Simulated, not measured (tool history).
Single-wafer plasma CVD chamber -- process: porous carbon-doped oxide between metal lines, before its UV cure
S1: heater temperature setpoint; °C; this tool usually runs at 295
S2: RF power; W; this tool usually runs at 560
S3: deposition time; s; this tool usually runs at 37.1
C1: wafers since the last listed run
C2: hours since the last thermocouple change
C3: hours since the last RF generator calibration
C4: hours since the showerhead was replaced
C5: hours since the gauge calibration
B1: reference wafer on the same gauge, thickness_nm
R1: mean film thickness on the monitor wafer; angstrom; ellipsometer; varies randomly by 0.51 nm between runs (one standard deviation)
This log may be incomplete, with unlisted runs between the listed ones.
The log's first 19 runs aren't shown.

{"hour": 558.0, "done": "gauge calibrated"}
{"run": 20, "hour": 567.9, "S1": 295, "S2": 560, "S3": 37.1, "C1": 455, "C2": 72.6, "C3": 211.8, "C4": 98.1, "C5": 9.9, "B1": 237.843, "R1": 2221.72}
{"run": 21, "hour": 590.6, "S1": 304, "S2": 530, "S3": 37.1, "C1": 436, "C2": 95.3, "C3": 234.5, "C4": 120.8, "C5": 32.6, "B1": 238.109, "R1": 2064.79}
{"run": 22, "hour": 608.8, "S1": 309, "S2": 560, "S3": 43.4, "C1": 349, "C2": 113.5, "C3": 252.7, "C4": 139, "C5": 50.8, "B1": 238.028, "R1": 2421.93}
{"run": 23, "hour": 630.6, "S1": 295, "S2": 560, "S3": 37.1, "C1": 419, "C2": 135.3, "C3": 274.5, "C4": 160.8, "C5": 72.6, "B1": 237.978, "R1": 2233.09}
{"run": 24, "hour": 649.5, "S1": 295, "S2": 560, "S3": 37.1, "C1": 363, "C2": 154.2, "C3": 293.4, "C4": 179.7, "C5": 91.5, "B1": 237.774, "R1": 2225.25}
{"run": 25, "hour": 662.1, "S1": 291, "S2": 635, "S3": 35, "C1": 242, "C2": 166.8, "C3": 306, "C4": 192.3, "C5": 104.1, "B1": 237.829, "R1": 2310.84}
{"run": 26, "hour": 677.0, "S1": 283, "S2": 560, "S3": 39.5, "C1": 286, "C2": 181.7, "C3": 320.9, "C4": 207.2, "C5": 119, "B1": 238.116, "R1": 2538.64}
{"run": 27, "hour": 707.0, "S1": 308, "S2": 560, "S3": 37.1, "C1": 576, "C2": 211.7, "C3": 350.9, "C4": 237.2, "C5": 149, "B1": 237.949, "R1": 2084.55}
{"run": 28, "hour": 735.3, "S1": 291, "S2": 560, "S3": 37.1, "C1": 544, "C2": 240, "C3": 379.2, "C4": 265.5, "C5": 177.3, "B1": 238.178, "R1": 2278.99}
{"run": 29, "hour": 761.1, "S1": 295, "S2": 560, "S3": 37.1, "C1": 496, "C2": 265.8, "C3": 405, "C4": 291.3, "C5": 203.1, "B1": 237.947, "R1": 2230.21}
{"run": 30, "hour": 793.5, "S1": 282, "S2": 500, "S3": 31.1, "C1": 623, "C2": 298.2, "C3": 437.4, "C4": 323.7, "C5": 235.5, "B1": 238.068, "R1": 1896.32}
{"run": 31, "hour": 824.4, "S1": 305, "S2": 465, "S3": 39.6, "C1": 594, "C2": 329.1, "C3": 468.3, "C4": 354.6, "C5": 266.4, "B1": 237.684, "R1": 2038.45}
{"run": 32, "hour": 854.0, "S1": 302, "S2": 600, "S3": 42.7, "C1": 569, "C2": 358.7, "C3": 497.9, "C4": 384.2, "C5": 296, "B1": 238.076, "R1": 2573.97}
{"run": 33, "hour": 882.2, "S1": 290, "S2": 515, "S3": 39.3, "C1": 542, "C2": 386.9, "C3": 526.1, "C4": 412.4, "C5": 324.2, "B1": 238.13, "R1": 2311.83}
{"run": 34, "hour": 912.4, "S1": 295, "S2": 560, "S3": 37.1, "C1": 580, "C2": 417.1, "C3": 556.3, "C4": 442.6, "C5": 354.4, "B1": 237.841, "R1": 2235.05}
{"run": 35, "hour": 942.4, "S1": 295, "S2": 600, "S3": 42.5, "C1": 576, "C2": 447.1, "C3": 586.3, "C4": 472.6, "C5": 384.4, "B1": 237.856, "R1": 2653.97}

Here are 3 independent what-if runs from the current tool condition. What would each one return?
{"run": "A", "hour": 942.8, "S1": 295, "S2": 560, "S3": 37.1, "C1": 7, "C2": 447.5, "C3": 586.7, "C4": 473, "C5": 384.8, "B1": "?", "R1": "?"}
{"run": "B", "hour": 942.8, "S1": 295, "S2": 560, "S3": 33.5, "C1": 7, "C2": 447.5, "C3": 586.7, "C4": 473, "C5": 384.8, "B1": "?", "R1": "?"}
{"run": "C", "hour": 942.8, "S1": 301, "S2": 660, "S3": 31.6, "C1": 7, "C2": 447.5, "C3": 586.7, "C4": 473, "C5": 384.8, "B1": "?", "R1": "?"}

run=A B1=238.116 R1=2228.59
run=B B1=238.116 R1=2017.92
run=C B1=238.116 R1=2030.28
What these runs would have given with no unlogged condition in the tool:
run=A R1=2237.72
run=B R1=2026.19
run=C R1=2038.95
